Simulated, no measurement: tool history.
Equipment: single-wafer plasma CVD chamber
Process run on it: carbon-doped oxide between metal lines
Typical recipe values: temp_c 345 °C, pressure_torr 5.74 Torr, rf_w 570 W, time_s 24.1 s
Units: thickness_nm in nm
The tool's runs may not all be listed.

run,hour,temp_c,pressure_torr,rf_w,time_s,"read-back reference wafer on the same gauge, thickness_nm",thickness_nm
1,0.0,345,5.74,570,24.1,131.082,121.791
2,186.1,345,5.19,660,24.1,130.980,128.638
3,234.7,345,5.19,660,24.1,130.982,128.712
4,281.0,345,5.74,570,24.1,130.959,122.098
5,351.4,345,5.74,570,24.1,130.977,121.774
6,396.9,345,5.74,650,24.1,131.104,129.560
7,432.6,345,5.74,650,24.1,131.112,129.643
8,469.6,345,5.74,650,24.1,130.989,129.838
9,534.9,345,5.74,570,24.1,131.012,121.802
10,566.2,345,5.74,570,27.7,130.939,139.401
# hour 606.5: capacitance manometer re-zeroed and calibrated
11,626.9,345,5.74,570,27.7,130.926,140.161
12,662.5,345,4.66,570,24.1,130.795,119.469
# hour 704.8: gauge calibrated
13,717.7,345,5.74,570,28.1,130.964,141.974
14,775.2,345,5.74,570,22.6,130.880,114.026
15,828.8,345,5.74,570,24.1,131.036,121.758
16,861.2,345,5.74,570,24.1,130.902,121.500
17,1042.8,345,4.31,570,24.1,131.031,117.115
# hour 1071.7: RF generator calibrated
# hour 1092.2: thermocouple changed; heater temperature recalibrated
# hour 1104.1: showerhead replaced
18,1104.6,345,5.74,570,24.1,130.919,122.291
19,1154.3,336,5.74,570,24.1,130.814,124.787
20,1187.0,345,5.02,625,20.2,130.937,105.223
21,1224.4,345,6.38,570,24.1,130.970,123.268
22,1272.0,345,6.72,570,19.5,131.120,99.955
23,1324.2,345,5.74,570,28.1,131.005,141.022
24,1379.3,345,5.74,570,24.1,130.991,121.782
25,1422.0,345,6.67,570,24.1,130.942,123.066

Consider 5 possible next runs. They are alternatives, not a sequence: every one starts from the tool as it was left by run 25. What does each give?
A,1422.4,345,5.74,570,28.5,?,?
B,1422.4,338,5.74,570,24.1,?,?
C,1422.4,338,5.74,570,27.5,?,?
D,1422.4,341,6.90,570,24.1,?,?
E,1422.4,345,4.55,680,22.1,?,?

run,"read-back reference wafer on the same gauge, thickness_nm",thickness_nm
A,131.046,144.095
B,131.046,124.676
C,131.046,141.968
D,131.046,125.574
E,131.046,118.215
Take away the tool's hidden state, keep each run's random variation, and the runs would have read:
run,thickness_nm
A,144.095
B,124.676
C,141.968
D,125.574
E,118.215

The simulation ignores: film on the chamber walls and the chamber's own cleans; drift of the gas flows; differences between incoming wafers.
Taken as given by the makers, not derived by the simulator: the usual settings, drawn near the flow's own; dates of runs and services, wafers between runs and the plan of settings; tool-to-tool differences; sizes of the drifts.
